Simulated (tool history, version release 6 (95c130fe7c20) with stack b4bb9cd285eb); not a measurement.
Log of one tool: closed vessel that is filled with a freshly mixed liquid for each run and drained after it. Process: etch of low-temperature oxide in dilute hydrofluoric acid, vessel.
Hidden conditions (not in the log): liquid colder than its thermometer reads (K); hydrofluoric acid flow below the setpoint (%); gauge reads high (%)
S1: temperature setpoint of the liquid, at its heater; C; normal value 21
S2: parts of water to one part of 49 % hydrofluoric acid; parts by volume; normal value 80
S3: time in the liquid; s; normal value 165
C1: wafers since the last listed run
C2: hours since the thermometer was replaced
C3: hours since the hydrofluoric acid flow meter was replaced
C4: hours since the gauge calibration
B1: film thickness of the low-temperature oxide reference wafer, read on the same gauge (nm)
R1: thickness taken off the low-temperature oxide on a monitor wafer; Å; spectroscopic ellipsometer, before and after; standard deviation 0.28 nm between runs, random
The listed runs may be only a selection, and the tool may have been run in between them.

run	hour	S1	S2	S3	C1	C2	C3	C4	B1	R1
1	0	21	80	165	0	2305.4	900.1	172.8	70.05	388.6
2	10.9	21	80	165	1488	2316.3	911	183.7	69.97	388.1
3	19.8	21	80	165	1215	2325.2	919.9	192.6	70.01	389
4	28.4	21	80	165	1174	2333.8	928.5	201.2	69.98	390.2
5	35	21	80	165	901	2340.4	935.1	207.8	69.97	386.9
6	52.3	21	80	165	2362	2357.7	952.4	225.1	69.94	389.7
7	68.7	21	80	165	2239	2374.1	968.8	241.5	69.98	388
8	82.2	21	80	165	1843	2387.6	982.3	255	70.02	390
9	92.8	21	80	165	1447	2398.2	992.9	265.6	69.96	384.8
10	106.2	21	80	165	1829	2411.6	1006.3	279	70.02	390.2
11	118.9	21	80	165	1734	2424.3	1019	291.7	69.93	385
12	129.8	21	80	165	1488	2435.2	1029.9	302.6	70.02	385.5
13	140.1	17.5	80	190	1406	2445.5	1040.2	312.9	69.98	387.5
14	146.8	17.5	80	190	914	2452.2	1046.9	319.6	70.02	384.2
15	163.2	17	120	120	2239	2468.6	1063.3	336	69.97	153.3
16	172.2	21	80	165	1228	2477.6	1072.3	345	70.01	386.8
17	179	25.5	60	95	928	2484.4	1079.1	351.8	69.99	364.6
# hour 187.3: hydrofluoric acid flow meter replaced
18	209.3	21	80	165	4000	2514.7	22	382.1	70.03	391.7
19	221.8	25.5	80	95	1706	2527.2	34.5	394.6	70.04	267.6
20	238.5	21	80	165	2280	2543.9	51.2	411.3	69.99	388.2
21	244.6	17	120	75	832	2550	57.3	417.4	70.01	95.5
22	252.3	21	115	265	1051	2557.7	65	425.1	69.99	418.6
# hour 261.7: thermometer replaced
23	267.9	21	80	165	1993	6.2	80.6	440.7	69.98	388.2
# hour 277.2: gauge calibrated
24	285.5	21	80	165	2403	23.8	98.2	8.3	70.03	391.2
25	299	21	80	240	1843	37.3	111.7	21.8	70.04	568.5
26	314.6	21	70	165	2130	52.9	127.3	37.4	70	449.3
27	325.3	17.5	100	255	1461	63.6	138	48.1	70	408.9
28	340.9	21	80	165	2130	79.2	153.6	63.7	69.98	392.6
29	358.2	21	50	225	2362	96.5	170.9	81	69.97	873
30	371.2	25	65	260	1775	109.5	183.9	94	69.99	915.4
31	383.8	21	80	165	1720	122.1	196.5	106.6	69.99	391.1
32	390.3	17	100	115	887	128.6	203	113.1	69.99	180.4

Alternative continuations, all from the tool just after run 32; predict every row:
A	391	21	45	165	95	129.3	203.7	113.8	?	?
B	391	26	65	75	95	129.3	203.7	113.8	?	?
C	391	25.5	80	165	95	129.3	203.7	113.8	?	?
D	391	21	100	90	95	129.3	203.7	113.8	?	?

run	B1	R1
A	70.04	713.9
B	70.04	268.9
C	70.04	461.8
D	70.04	164.1
The same runs, with their run-to-run variation unchanged, on a tool lacking any hidden condition would have given:
run	R1
A	713.9
B	268.9
C	461.8
D	164.1
